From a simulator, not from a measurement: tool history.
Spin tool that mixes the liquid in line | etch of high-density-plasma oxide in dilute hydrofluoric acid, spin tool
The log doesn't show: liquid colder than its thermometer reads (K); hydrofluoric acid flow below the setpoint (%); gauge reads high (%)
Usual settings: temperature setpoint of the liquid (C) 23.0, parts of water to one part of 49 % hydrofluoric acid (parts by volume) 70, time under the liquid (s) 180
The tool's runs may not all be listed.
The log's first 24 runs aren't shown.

run,hour,temperature setpoint of the liquid (C),parts of water to one part of 49 % hydrofluoric acid (parts by volume),time under the liquid (s),wafers since the last listed run,hours since the thermometer was replaced,hours since the hydrofluoric acid flow meter was replaced,hours since the gauge calibration,"read-back film thickness of the high-density-plasma oxide reference wafer, read on the same gauge (nm)",thickness taken off the high-density-plasma oxide on a monitor wafer (nm)
25,613.3,27.5,70,180,233,59.7,51.0,744.7,120.01,31.66
# hour 626.1: gauge calibrated
# hour 677.2: hydrofluoric acid flow meter replaced, repeated, since the last time left the tool worse
26,716.0,26.5,55,180,741,162.4,38.8,89.9,120.01,47.11
27,733.4,23.0,70,180,126,179.8,56.2,107.3,119.99,31.82
28,749.3,28.0,45,115,115,195.7,72.1,123.2,119.99,39.74
29,774.4,23.0,70,180,182,220.8,97.2,148.3,120.00,31.90
30,788.5,20.0,70,110,102,234.9,111.3,162.4,120.01,17.06
31,815.7,23.0,70,180,198,262.1,138.5,189.6,120.01,31.75
32,848.8,25.0,60,150,241,295.2,171.6,222.7,119.99,33.57

4 ways to go on from here, each from the tool as it stands after run 32. What would each give?
A,849.3,20.0,70,180,3,295.7,172.1,223.2,?,?
B,849.3,28.0,60,180,3,295.7,172.1,223.2,?,?
C,849.3,21.0,105,210,3,295.7,172.1,223.2,?,?
D,849.3,24.5,50,120,3,295.7,172.1,223.2,?,?

run,"read-back film thickness of the high-density-plasma oxide reference wafer, read on the same gauge (nm)",thickness taken off the high-density-plasma oxide on a monitor wafer (nm)
A,119.99,27.98
B,119.99,45.79
C,119.99,21.77
D,119.99,32.27
Without the tool's hidden state the same runs would have given:
run,thickness taken off the high-density-plasma oxide on a monitor wafer (nm)
A,28.32
B,46.34
C,22.04
D,32.65

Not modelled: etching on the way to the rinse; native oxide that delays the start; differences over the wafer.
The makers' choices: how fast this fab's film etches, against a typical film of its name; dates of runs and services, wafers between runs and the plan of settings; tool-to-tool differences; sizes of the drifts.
